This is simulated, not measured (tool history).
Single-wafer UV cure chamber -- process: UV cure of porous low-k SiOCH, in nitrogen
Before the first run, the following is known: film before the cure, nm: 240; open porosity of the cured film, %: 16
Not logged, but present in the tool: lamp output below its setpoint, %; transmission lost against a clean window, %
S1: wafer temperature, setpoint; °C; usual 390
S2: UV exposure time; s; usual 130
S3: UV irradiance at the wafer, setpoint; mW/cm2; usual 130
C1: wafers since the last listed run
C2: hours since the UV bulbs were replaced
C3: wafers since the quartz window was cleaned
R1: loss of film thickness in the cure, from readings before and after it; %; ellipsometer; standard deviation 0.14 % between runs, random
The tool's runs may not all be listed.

run     day   S1   S2   S3   C1      C2    C3     R1
  1       0  390  130  130    0  2405.5  1238   8.39
  2   1.454  390  130  130  307  2440.4  1546  8.201
  3   2.342  390  130  130  187  2461.7  1734  8.179
      3.217  -- quartz window cleaned
  4   3.471  390  130  130  168  2488.8    53  8.354
  5   4.675  395  130  118  254  2517.7   308  7.875
  6   5.742  395  130  118  225  2543.3   534  7.818
  7   6.358  395  130  118  130  2558.1   664  7.898
  8   7.792  390  130  130  303  2592.5   968  8.013
  9   9.125  390  130  130  282  2624.5  1250  7.878
 10   9.779  390  130  130  138  2640.2  1388  8.001
 11    10.5  390  130  130  152  2657.5  1541  7.982
     11.288  -- quartz window cleaned
 12  11.504  390  130  130  141  2681.6    46  7.885
 13  14.338  390  130  100  599  2749.6   645  6.853
 14  15.917  390  130  100  334  2787.5   980   6.73
 15  16.717  390  130  154  169  2806.7  1149  8.377
 16  18.012  390  130  154  274  2837.8  1423  8.007
 17  18.746  390  130  154  155  2855.4  1578   8.26
     20.229  -- quartz window cleaned
 18   20.25  390  130  153  247  2891.5     4  8.176
 19  21.242  390  130  153  209  2915.3   214  8.413
 20  21.833  390  130  130  125  2929.5   339  7.304
 21  23.212  390  110   98  291  2962.6   631  5.832

Run 22 comes next. What will it give?
 22  24.271  390  130  130  223  2988  855   ?

R1: 7.475 %
With the hidden condition absent and the run-to-run variation left alone, this run would have shown R1 9.826 %.

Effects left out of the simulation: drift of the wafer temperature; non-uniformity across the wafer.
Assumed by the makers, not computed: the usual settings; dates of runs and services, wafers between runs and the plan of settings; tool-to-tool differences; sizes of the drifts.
